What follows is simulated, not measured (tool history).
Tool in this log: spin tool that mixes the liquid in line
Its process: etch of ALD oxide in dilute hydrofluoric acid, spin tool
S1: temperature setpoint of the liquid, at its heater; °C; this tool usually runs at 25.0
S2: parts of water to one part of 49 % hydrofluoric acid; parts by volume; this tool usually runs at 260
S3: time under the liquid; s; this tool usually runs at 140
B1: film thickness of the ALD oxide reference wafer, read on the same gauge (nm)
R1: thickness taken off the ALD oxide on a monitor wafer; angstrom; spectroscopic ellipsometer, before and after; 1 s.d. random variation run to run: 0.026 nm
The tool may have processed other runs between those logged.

run     day    S1   S2   S3      B1     R1
  1   0.000  25.0  185  140  140.02  133.7
  2   1.842  25.0  260  175  140.02  109.4
  3   4.367  25.0  260  140  139.96   87.1
  4   6.333  25.0  260  140  140.00   88.0
      7.725  -- thermometer replaced
  5   8.354  25.0  260  140  139.98   84.8
  6  10.688  22.0  310  140  140.03   61.3
  7  13.521  22.0  310  140  140.03   61.3
     15.158  -- hydrofluoric acid flow meter replaced
  8  21.438  22.0  310  140  139.98   60.0
  9  22.462  28.0  260   90  140.01   59.8
 10  23.483  25.0  310  140  139.99   67.0
 11  24.762  25.0  310  140  140.01   66.9
 12  27.138  26.5  260   75  140.02   47.4
     27.821  -- gauge calibrated
 13  28.275  25.0  310  140  140.01   67.3
 14  31.229  27.5  210   75  140.00   64.9
 15  32.846  27.5  260  140  140.02   92.9
 16  35.096  25.0  260  140  139.98   84.9
 17  36.817  25.0  260  140  140.00   85.7
 18  39.788  23.5  390   65  140.01   22.0
 19  41.983  28.0  260  110  139.98   74.5
 20  43.392  25.0  185  140  140.01  130.7
 21  44.467  22.0  260  195  140.00  107.5
 22  45.808  25.0  320  140  140.02   66.1
     47.567  -- hydrofluoric acid flow meter replaced
 23  48.483  21.5  260  140  140.01   74.5
 24  49.742  25.0  260  140  139.97   84.7
 25  52.508  25.0  260  140  140.01   84.5
 26  53.992  25.0  260  165  140.00  100.5
 27  57.442  22.0  360  140  139.99   50.4
 28  59.608  25.0  260  140  140.00   85.3
 29  60.750  29.5  390  110  140.01   45.5
 30  62.117  25.0  260  140  139.99   85.6
 31  65.067  25.0  190  140  140.02  126.0
 32  68.504  28.0  150  225  139.98  303.7
 33  70.492  25.0  330   65  140.03   29.3

5 ways to go on from here, each from the tool as it stands after run 33. What would each give?
  A  70.512  25.0  200  140   ?   ?
  B  70.512  28.0  185  110   ?   ?
  C  70.512  21.5  210   70   ?   ?
  D  70.512  21.0  190  100   ?   ?
  E  70.512  28.0  385  140   ?   ?

run      B1     R1
  A  139.97  118.9
  B  139.97  114.5
  C  139.97   49.2
  D  139.97   77.8
  E  139.97   56.5
Take away the tool's hidden state, keep each run's random variation, and the runs would have read:
run     R1
  A  113.9
  B  109.7
  C   47.1
  D   74.5
  E   54.1
